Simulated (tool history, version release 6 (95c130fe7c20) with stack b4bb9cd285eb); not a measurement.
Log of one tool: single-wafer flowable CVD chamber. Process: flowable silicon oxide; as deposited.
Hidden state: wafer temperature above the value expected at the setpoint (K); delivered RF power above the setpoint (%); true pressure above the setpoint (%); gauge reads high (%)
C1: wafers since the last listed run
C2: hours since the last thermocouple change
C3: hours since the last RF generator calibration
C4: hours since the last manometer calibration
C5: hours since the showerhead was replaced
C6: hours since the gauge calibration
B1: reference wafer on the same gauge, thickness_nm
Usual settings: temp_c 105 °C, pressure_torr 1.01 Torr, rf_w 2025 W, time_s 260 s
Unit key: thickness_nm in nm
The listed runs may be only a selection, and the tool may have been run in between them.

Run 1, hour 0.0: usual settings; C1 0; C2 2002.8; C3 606.8; C4 66.5; C5 3980.5; C6 905.7; B1 146.780. Result: thickness_nm 169.126 nm.
Run 2, hour 18.4: usual settings; C1 103; C2 2021.2; C3 625.2; C4 84.9; C5 3998.9; C6 924.1; B1 146.929. Result: thickness_nm 169.505 nm.
Run 3, hour 108.4: usual settings; C1 506; C2 2111.2; C3 715.2; C4 174.9; C5 4088.9; C6 1014.1; B1 147.120. Result: thickness_nm 170.169 nm.
At hour 133.6: thermocouple changed; heater temperature recalibrated.
Run 4, hour 134.1: usual settings but pressure_torr 1.24 Torr, time_s 231 s; C1 99; C2 0.5; C3 740.9; C4 200.6; C5 4114.6; C6 1039.8; B1 147.126. Result: thickness_nm 196.439 nm.
Run 5, hour 206.8: usual settings; C1 408; C2 73.2; C3 813.6; C4 273.3; C5 4187.3; C6 1112.5; B1 147.074. Result: thickness_nm 180.618 nm.
Run 6, hour 230.9: usual settings but pressure_torr 0.83 Torr, rf_w 2335 W, time_s 221 s; C1 135; C2 97.3; C3 837.7; C4 297.4; C5 4211.4; C6 1136.6; B1 146.981. Result: thickness_nm 128.330 nm.
At hour 244.0: gauge calibrated.
At hour 263.5: showerhead replaced.
At hour 266.5: RF generator calibrated.
Run 7, hour 272.8: usual settings but pressure_torr 1.26 Torr, rf_w 1690 W; C1 174; C2 139.2; C3 6.3; C4 339.3; C5 9.3; C6 28.8; B1 146.825. Result: thickness_nm 213.747 nm.
Run 8, hour 298.5: usual settings but pressure_torr 0.84 Torr; C1 144; C2 164.9; C3 32.0; C4 365.0; C5 35.0; C6 54.5; B1 147.059. Result: thickness_nm 149.614 nm.
Run 9, hour 322.2: usual settings; C1 133; C2 188.6; C3 55.7; C4 388.7; C5 58.7; C6 78.2; B1 146.930. Result: thickness_nm 180.227 nm.
Run 10, hour 342.4: usual settings but temp_c 96 °C, pressure_torr 1.16 Torr, rf_w 2245 W, time_s 222 s; C1 113; C2 208.8; C3 75.9; C4 408.9; C5 78.9; C6 98.4; B1 146.830. Result: thickness_nm 229.212 nm.
Run 11, hour 374.6: usual settings; C1 181; C2 241.0; C3 108.1; C4 441.1; C5 111.1; C6 130.6; B1 146.893. Result: thickness_nm 181.221 nm.
Run 12, hour 389.6: usual settings but temp_c 94 °C, time_s 304 s; C1 84; C2 256.0; C3 123.1; C4 456.1; C5 126.1; C6 145.6; B1 146.967. Result: thickness_nm 291.520 nm.
Run 13, hour 423.3: usual settings but temp_c 110 °C, time_s 293 s; C1 189; C2 289.7; C3 156.8; C4 489.8; C5 159.8; C6 179.3; B1 146.970. Result: thickness_nm 175.721 nm.
Run 14, hour 453.1: usual settings; C1 167; C2 319.5; C3 186.6; C4 519.6; C5 189.6; C6 209.1; B1 146.620. Result: thickness_nm 177.963 nm.
Run 15, hour 479.6: usual settings but temp_c 111 °C, pressure_torr 0.89 Torr, rf_w 2390 W, time_s 232 s; C1 149; C2 346.0; C3 213.1; C4 546.1; C5 216.1; C6 235.6; B1 147.265. Result: thickness_nm 120.451 nm.
Run 16, hour 509.6: usual settings but rf_w 2255 W, time_s 225 s; C1 168; C2 376.0; C3 243.1; C4 576.1; C5 246.1; C6 265.6; B1 146.991. Result: thickness_nm 156.663 nm.
Run 17, hour 545.6: usual settings but temp_c 117 °C, pressure_torr 0.78 Torr, rf_w 2390 W, time_s 235 s; C1 202; C2 412.0; C3 279.1; C4 612.1; C5 282.1; C6 301.6; B1 146.844. Result: thickness_nm 92.049 nm.
Run 18, hour 570.5: usual settings but temp_c 111 °C, pressure_torr 1.09 Torr, rf_w 1900 W, time_s 218 s; C1 140; C2 436.9; C3 304.0; C4 637.0; C5 307.0; C6 326.5; B1 147.110. Result: thickness_nm 135.186 nm.
Run 19, hour 605.6: usual settings but temp_c 96 °C; C1 197; C2 472.0; C3 339.1; C4 672.1; C5 342.1; C6 361.6; B1 147.002. Result: thickness_nm 232.058 nm.
Run 20, hour 635.3: usual settings; C1 167; C2 501.7; C3 368.8; C4 701.8; C5 371.8; C6 391.3; B1 146.846. Result: thickness_nm 177.691 nm.
Run 21, hour 666.3: usual settings; C1 174; C2 532.7; C3 399.8; C4 732.8; C5 402.8; C6 422.3; B1 147.030. Result: thickness_nm 177.050 nm.
Run 22, hour 680.6: usual settings but pressure_torr 1.08 Torr; C1 80; C2 547.0; C3 414.1; C4 747.1; C5 417.1; C6 436.6; B1 147.084. Result: thickness_nm 189.267 nm.
Run 23, hour 715.8: usual settings but time_s 311 s; C1 197; C2 582.2; C3 449.3; C4 782.3; C5 452.3; C6 471.8; B1 146.836. Result: thickness_nm 212.556 nm.
Run 24, hour 733.7: usual settings; C1 100; C2 600.1; C3 467.2; C4 800.2; C5 470.2; C6 489.7; B1 146.920. Result: thickness_nm 179.288 nm.
Run 25, hour 763.0: usual settings but temp_c 112 °C, pressure_torr 1.15 Torr, rf_w 2325 W; C1 164; C2 629.4; C3 496.5; C4 829.5; C5 499.5; C6 519.0; B1 147.104. Result: thickness_nm 166.588 nm.
Run 26, hour 787.5: usual settings but temp_c 115 °C, pressure_torr 0.79 Torr, time_s 218 s; C1 137; C2 653.9; C3 521.0; C4 854.0; C5 524.0; C6 543.5; B1 146.855. Result: thickness_nm 89.462 nm.
Run 27, hour 804.5: usual settings; C1 95; C2 670.9; C3 538.0; C4 871.0; C5 541.0; C6 560.5; B1 146.847. Result: thickness_nm 178.555 nm.

For some of the steps in thickness_nm from one run to the next: how much would appear even if the tool had no hidden state, given the settings, what came in and random variation, and how much remains for the hidden state plus any gauge scatter that the measured result and the result without hidden state don't share?
Run 3 -> 4: pressure_torr 1.01 -> 1.24, time_s 260 -> 231, thermocouple changed; heater temperature recalibrated. thickness_nm +26.270 nm: hidden state +10.955, all else +15.315.
Run 11 -> 12: temp_c 105 -> 94, time_s 260 -> 304. thickness_nm +110.299 nm: hidden state -0.259, all else +110.558.
Run 12 -> 13: temp_c 94 -> 110, time_s 304 -> 293. thickness_nm -115.799 nm: hidden state +0.213, all else -116.012.
Run 26 -> 27: temp_c 115 -> 105, pressure_torr 0.79 -> 1.01, time_s 218 -> 260. thickness_nm +89.093 nm: hidden state -1.592, all else +90.685.
